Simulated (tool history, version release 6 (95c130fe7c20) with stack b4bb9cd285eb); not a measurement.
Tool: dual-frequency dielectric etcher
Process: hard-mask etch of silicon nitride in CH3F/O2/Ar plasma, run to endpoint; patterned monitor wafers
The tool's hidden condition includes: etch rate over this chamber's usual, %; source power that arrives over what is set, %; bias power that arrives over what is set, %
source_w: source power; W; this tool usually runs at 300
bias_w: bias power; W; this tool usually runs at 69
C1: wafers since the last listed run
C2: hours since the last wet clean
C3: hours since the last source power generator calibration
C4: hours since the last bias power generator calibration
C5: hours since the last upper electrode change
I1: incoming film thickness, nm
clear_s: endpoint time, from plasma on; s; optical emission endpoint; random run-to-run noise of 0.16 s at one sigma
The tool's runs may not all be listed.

{"run": 1, "hour": 0.0, "source_w": 300, "bias_w": 69, "C1": 0, "C2": 488.8, "C3": 1397.7, "C4": 1884.6, "C5": 1679.9, "I1": 30.11, "clear_s": 51.8}
{"run": 2, "hour": 44.5, "source_w": 300, "bias_w": 69, "C1": 548, "C2": 533.3, "C3": 1442.2, "C4": 1929.1, "C5": 1724.4, "I1": 30.41, "clear_s": 52.7}
{"hour": 163.0, "done": "bias power generator calibrated"}
{"hour": 263.8, "done": "wet clean of the chamber"}
{"run": 3, "hour": 344.4, "source_w": 300, "bias_w": 74, "C1": 3352, "C2": 80.6, "C3": 1742.1, "C4": 181.4, "C5": 2024.3, "I1": 30.02, "clear_s": 50.9}
{"run": 4, "hour": 384.9, "source_w": 300, "bias_w": 74, "C1": 499, "C2": 121.1, "C3": 1782.6, "C4": 221.9, "C5": 2064.8, "I1": 29.92, "clear_s": 51.1}
{"run": 5, "hour": 680.1, "source_w": 300, "bias_w": 74, "C1": 3639, "C2": 416.3, "C3": 2077.8, "C4": 517.1, "C5": 2360.0, "I1": 29.8, "clear_s": 50.9}
{"run": 6, "hour": 784.4, "source_w": 260, "bias_w": 63, "C1": 1286, "C2": 520.6, "C3": 2182.1, "C4": 621.4, "C5": 2464.3, "I1": 29.96, "clear_s": 56.0}
{"run": 7, "hour": 900.7, "source_w": 260, "bias_w": 63, "C1": 1433, "C2": 636.9, "C3": 2298.4, "C4": 737.7, "C5": 2580.6, "I1": 29.86, "clear_s": 55.8}
{"run": 8, "hour": 1001.5, "source_w": 300, "bias_w": 69, "C1": 1242, "C2": 737.7, "C3": 2399.2, "C4": 838.5, "C5": 2681.4, "I1": 30.3, "clear_s": 53.9}
{"hour": 1081.9, "done": "wet clean of the chamber"}
{"run": 9, "hour": 1107.0, "source_w": 250, "bias_w": 69, "C1": 1004, "C2": 25.1, "C3": 2504.7, "C4": 944.0, "C5": 2786.9, "I1": 30.37, "clear_s": 55.3}
{"run": 10, "hour": 1165.7, "source_w": 250, "bias_w": 69, "C1": 723, "C2": 83.8, "C3": 2563.4, "C4": 1002.7, "C5": 2845.6, "I1": 30.15, "clear_s": 55.1}
{"hour": 1200.5, "done": "upper electrode replaced"}
{"run": 11, "hour": 1210.3, "source_w": 300, "bias_w": 69, "C1": 253, "C2": 128.4, "C3": 2608.0, "C4": 1047.3, "C5": 9.8, "I1": 29.98, "clear_s": 52.0}
{"run": 12, "hour": 1294.0, "source_w": 330, "bias_w": 74, "C1": 1032, "C2": 212.1, "C3": 2691.7, "C4": 1131.0, "C5": 93.5, "I1": 30.1, "clear_s": 49.9}
{"run": 13, "hour": 1332.6, "source_w": 280, "bias_w": 69, "C1": 475, "C2": 250.7, "C3": 2730.3, "C4": 1169.6, "C5": 132.1, "I1": 29.89, "clear_s": 53.0}
{"run": 14, "hour": 1496.3, "source_w": 230, "bias_w": 80, "C1": 2018, "C2": 414.4, "C3": 2894.0, "C4": 1333.3, "C5": 295.8, "I1": 29.95, "clear_s": 53.6}
{"run": 15, "hour": 1538.8, "source_w": 300, "bias_w": 62, "C1": 524, "C2": 456.9, "C3": 2936.5, "C4": 1375.8, "C5": 338.3, "I1": 30.11, "clear_s": 54.1}
{"run": 16, "hour": 1575.9, "source_w": 250, "bias_w": 62, "C1": 457, "C2": 494.0, "C3": 2973.6, "C4": 1412.9, "C5": 375.4, "I1": 30.13, "clear_s": 57.1}
{"run": 17, "hour": 1624.8, "source_w": 300, "bias_w": 69, "C1": 602, "C2": 542.9, "C3": 3022.5, "C4": 1461.8, "C5": 424.3, "I1": 30.21, "clear_s": 52.8}
{"run": 18, "hour": 1721.3, "source_w": 300, "bias_w": 69, "C1": 1189, "C2": 639.4, "C3": 3119.0, "C4": 1558.3, "C5": 520.8, "I1": 30.32, "clear_s": 53.6}
{"hour": 1766.8, "done": "wet clean of the chamber"}
{"run": 19, "hour": 1792.9, "source_w": 260, "bias_w": 77, "C1": 586, "C2": 26.1, "C3": 3190.6, "C4": 1629.9, "C5": 592.4, "I1": 30.12, "clear_s": 52.0}
{"run": 20, "hour": 1864.9, "source_w": 270, "bias_w": 78, "C1": 887, "C2": 98.1, "C3": 3262.6, "C4": 1701.9, "C5": 664.4, "I1": 30.14, "clear_s": 51.5}
{"hour": 1914.6, "done": "source power generator calibrated"}
{"run": 21, "hour": 1918.9, "source_w": 220, "bias_w": 78, "C1": 616, "C2": 152.1, "C3": 4.3, "C4": 1755.9, "C5": 718.4, "I1": 30.18, "clear_s": 54.7}
{"hour": 1929.0, "done": "bias power generator calibrated"}
{"run": 22, "hour": 1973.7, "source_w": 300, "bias_w": 64, "C1": 626, "C2": 206.9, "C3": 59.1, "C4": 44.7, "C5": 773.2, "I1": 30.18, "clear_s": 54.3}
{"run": 23, "hour": 2057.9, "source_w": 320, "bias_w": 58, "C1": 1038, "C2": 291.1, "C3": 143.3, "C4": 128.9, "C5": 857.4, "I1": 29.98, "clear_s": 54.6}
{"run": 24, "hour": 2128.9, "source_w": 330, "bias_w": 63, "C1": 875, "C2": 362.1, "C3": 214.3, "C4": 199.9, "C5": 928.4, "I1": 30.3, "clear_s": 53.3}
{"run": 25, "hour": 2220.4, "source_w": 340, "bias_w": 80, "C1": 1128, "C2": 453.6, "C3": 305.8, "C4": 291.4, "C5": 1019.9, "I1": 29.97, "clear_s": 49.2}
{"run": 26, "hour": 2266.3, "source_w": 270, "bias_w": 64, "C1": 565, "C2": 499.5, "C3": 351.7, "C4": 337.3, "C5": 1065.8, "I1": 30.07, "clear_s": 56.1}
{"run": 27, "hour": 2338.7, "source_w": 300, "bias_w": 69, "C1": 892, "C2": 571.9, "C3": 424.1, "C4": 409.7, "C5": 1138.2, "I1": 30.39, "clear_s": 54.0}
{"run": 28, "hour": 2405.4, "source_w": 300, "bias_w": 69, "C1": 822, "C2": 638.6, "C3": 490.8, "C4": 476.4, "C5": 1204.9, "I1": 30.25, "clear_s": 53.9}
{"run": 29, "hour": 2454.2, "source_w": 300, "bias_w": 69, "C1": 601, "C2": 687.4, "C3": 539.6, "C4": 525.2, "C5": 1253.7, "I1": 30.17, "clear_s": 53.7}
{"run": 30, "hour": 2521.3, "source_w": 280, "bias_w": 54, "C1": 827, "C2": 754.5, "C3": 606.7, "C4": 592.3, "C5": 1320.8, "I1": 30.07, "clear_s": 58.4}
{"hour": 2588.9, "done": "wet clean of the chamber"}
{"run": 31, "hour": 2593.6, "source_w": 300, "bias_w": 58, "C1": 595, "C2": 4.7, "C3": 679.0, "C4": 664.6, "C5": 1393.1, "I1": 30.17, "clear_s": 55.1}
{"run": 32, "hour": 2635.3, "source_w": 340, "bias_w": 54, "C1": 514, "C2": 46.4, "C3": 720.7, "C4": 706.3, "C5": 1434.8, "I1": 29.93, "clear_s": 53.4}
{"run": 33, "hour": 2734.4, "source_w": 250, "bias_w": 61, "C1": 1221, "C2": 145.5, "C3": 819.8, "C4": 805.4, "C5": 1533.9, "I1": 30.09, "clear_s": 56.7}
{"run": 34, "hour": 2835.5, "source_w": 300, "bias_w": 69, "C1": 1246, "C2": 246.6, "C3": 920.9, "C4": 906.5, "C5": 1635.0, "I1": 29.96, "clear_s": 52.4}

What was the tool's hidden state at every run in the log?
source power that arrives over what is set, %: 0, the same for each run
H1: etch rate over this chamber's usual, %
H2: bias power that arrives over what is set, %
run=1 H1=-1.11 H2=4.77
run=2 H1=-1.25 H2=5
run=3 H1=0.07 H2=0.481
run=4 H1=-0.0562 H2=0.503
run=5 H1=-0.976 H2=0.805
run=6 H1=-1.3 H2=0.969
run=7 H1=-1.66 H2=1.19
run=8 H1=-1.98 H2=1.41
run=9 H1=-0.12 H2=1.67
run=10 H1=-0.303 H2=1.83
run=11 H1=-0.442 H2=1.95
run=12 H1=-0.703 H2=2.2
run=13 H1=-0.824 H2=2.33
run=14 H1=-1.33 H2=2.89
run=15 H1=-1.47 H2=3.05
run=16 H1=-1.58 H2=3.2
run=17 H1=-1.73 H2=3.39
run=18 H1=-2.03 H2=3.79
run=19 H1=-0.504 H2=4.11
run=20 H1=-0.728 H2=4.44
run=21 H1=-0.896 H2=4.7
run=22 H1=-1.07 H2=-0.177
run=23 H1=-1.33 H2=-0.157
run=24 H1=-1.55 H2=-0.124
run=25 H1=-1.84 H2=-0.0623
run=26 H1=-1.98 H2=-0.0224
run=27 H1=-2.2 H2=0.0524
run=28 H1=-2.41 H2=0.134
run=29 H1=-2.56 H2=0.202
run=30 H1=-2.77 H2=0.305
run=31 H1=0.000342 H2=0.431
run=32 H1=-0.13 H2=0.51
run=33 H1=-0.438 H2=0.717
run=34 H1=-0.753 H2=0.956

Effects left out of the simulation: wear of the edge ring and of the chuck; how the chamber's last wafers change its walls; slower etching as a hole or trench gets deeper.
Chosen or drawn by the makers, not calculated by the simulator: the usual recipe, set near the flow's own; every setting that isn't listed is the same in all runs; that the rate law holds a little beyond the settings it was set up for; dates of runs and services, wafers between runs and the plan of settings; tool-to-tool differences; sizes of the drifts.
